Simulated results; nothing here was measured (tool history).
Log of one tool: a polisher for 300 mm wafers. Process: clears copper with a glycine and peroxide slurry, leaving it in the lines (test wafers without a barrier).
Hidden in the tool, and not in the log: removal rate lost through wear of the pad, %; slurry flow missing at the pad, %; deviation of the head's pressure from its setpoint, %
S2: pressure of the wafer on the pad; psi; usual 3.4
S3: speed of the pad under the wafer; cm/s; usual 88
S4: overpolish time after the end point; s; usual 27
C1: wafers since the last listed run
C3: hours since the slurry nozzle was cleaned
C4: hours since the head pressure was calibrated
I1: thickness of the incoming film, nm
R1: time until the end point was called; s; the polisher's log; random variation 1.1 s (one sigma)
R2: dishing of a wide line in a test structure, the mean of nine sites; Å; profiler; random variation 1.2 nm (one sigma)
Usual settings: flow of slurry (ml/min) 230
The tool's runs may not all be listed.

Run 1, hour 0: usual settings but S2 3.9 psi, S4 30 s; C1 0; wafers polished on this pad 2114; C3 349.9; C4 51.3; I1 547.3. Result: R1 103.6 s, R2 937 Å.
Run 2, hour 63.3: usual settings but S2 3.9 psi, S4 30 s; C1 520; wafers polished on this pad 2635; C3 413.2; C4 114.6; I1 550.5. Result: R1 104.8 s, R2 953 Å.
At hour 67.7: worn pad replaced by a new one.
Run 3, hour 98.2: usual settings but S2 3.9 psi, S4 30 s; C1 254; wafers polished on this pad 251; C3 448.1; C4 149.5; I1 553.7. Result: R1 94.4 s, R2 1000 Å.
Run 4, hour 168.3: usual settings; C1 576; wafers polished on this pad 827; C3 518.2; C4 219.6; I1 557.6. Result: R1 108.6 s, R2 863 Å.
Run 5, hour 239: usual settings; C1 581; wafers polished on this pad 1409; C3 588.9; C4 290.3; I1 549.7. Result: R1 108.7 s, R2 858 Å.
Run 6, hour 270.6: usual settings; C1 259; wafers polished on this pad 1669; C3 620.5; C4 321.9; I1 553.5. Result: R1 109.5 s, R2 845 Å.
At hour 313.7: slurry nozzle cleaned.
Run 7, hour 324.1: usual settings; C1 431; wafers polished on this pad 2101; C3 10.4; C4 375.4; I1 559. Result: R1 108.7 s, R2 843 Å.
At hour 348: worn pad replaced by a new one.
At hour 428.4: head pressure recalibrated.
Run 8, hour 472.3: usual settings; C1 1169; wafers polished on this pad 1006; C3 158.6; C4 43.9; I1 559.9. Result: R1 105.2 s, R2 870 Å.
Run 9, hour 503.6: usual settings; C1 257; wafers polished on this pad 1263; C3 189.9; C4 75.2; I1 554.5. Result: R1 102.3 s, R2 874 Å.
Run 10, hour 544.9: usual settings but S4 23 s; C1 339; wafers polished on this pad 1603; C3 231.2; C4 116.5; I1 550.8. Result: R1 105.2 s, R2 759 Å.
Run 11, hour 611.1: usual settings; C1 544; wafers polished on this pad 2147; C3 297.4; C4 182.7; I1 543.9. Result: R1 105 s, R2 845 Å.
At hour 629.4: worn pad replaced by a new one.
Run 12, hour 660.4: usual settings but flow of slurry (ml/min) 185; C1 372; wafers polished on this pad 255; C3 346.7; C4 232; I1 548.2. Result: R1 104.3 s, R2 882 Å.
Run 13, hour 713.5: usual settings; C1 436; wafers polished on this pad 692; C3 399.8; C4 285.1; I1 546.1. Result: R1 102.7 s, R2 896 Å.
Run 14, hour 857.5: usual settings; C1 1184; wafers polished on this pad 1876; C3 543.8; C4 429.1; I1 543.3. Result: R1 108.2 s, R2 859 Å.
Run 15, hour 888.6: usual settings; C1 255; wafers polished on this pad 2132; C3 574.9; C4 460.2; I1 551.4. Result: R1 111.2 s, R2 853 Å.
At hour 907.8: worn pad replaced by a new one.
At hour 923: head pressure recalibrated.
At hour 978.9: slurry nozzle cleaned.
Run 16, hour 1091: usual settings; C1 1607; wafers polished on this pad 1482; C3 112.1; C4 168; I1 557.1. Result: R1 106.8 s, R2 852 Å.
Run 17, hour 1147.1: usual settings; C1 461; wafers polished on this pad 1943; C3 168.2; C4 224.1; I1 543.4. Result: R1 107.5 s, R2 842 Å.
At hour 1209.8: worn pad replaced by a new one.
Run 18, hour 1211.8: usual settings but flow of slurry (ml/min) 190, S3 62 cm/s, S4 16 s; C1 499; wafers polished on this pad 16; C3 232.9; C4 288.8; I1 555.6. Result: R1 131.1 s, R2 482 Å.
Run 19, hour 1274.3: usual settings but flow of slurry (ml/min) 265; C1 514; wafers polished on this pad 530; C3 295.4; C4 351.3; I1 560. Result: R1 104 s, R2 876 Å.
Run 20, hour 1341.3: usual settings but flow of slurry (ml/min) 260, S2 4.6 psi; C1 551; wafers polished on this pad 1081; C3 362.4; C4 418.3; I1 560.2. Result: R1 91 s, R2 970 Å.
Run 21, hour 1367.3: usual settings but flow of slurry (ml/min) 265, S2 3.8 psi, S4 40 s; C1 213; wafers polished on this pad 1295; C3 388.4; C4 444.3; I1 564. Result: R1 104.1 s, R2 1175 Å.

The next listed run, before its measurement:
Run 22, hour 1400.1: usual settings but flow of slurry (ml/min) 290, S3 58 cm/s, S4 16 s; C1 269; wafers polished on this pad 1565; C3 421.2; C4 477.1; I1 554.3. Result: R1 ?, R2 ?.

{"run 22": {"R1": 143.5, "R2": 439}}
Without the tool's hidden state the same run would have given R1 125.2 s, R2 494 Å.

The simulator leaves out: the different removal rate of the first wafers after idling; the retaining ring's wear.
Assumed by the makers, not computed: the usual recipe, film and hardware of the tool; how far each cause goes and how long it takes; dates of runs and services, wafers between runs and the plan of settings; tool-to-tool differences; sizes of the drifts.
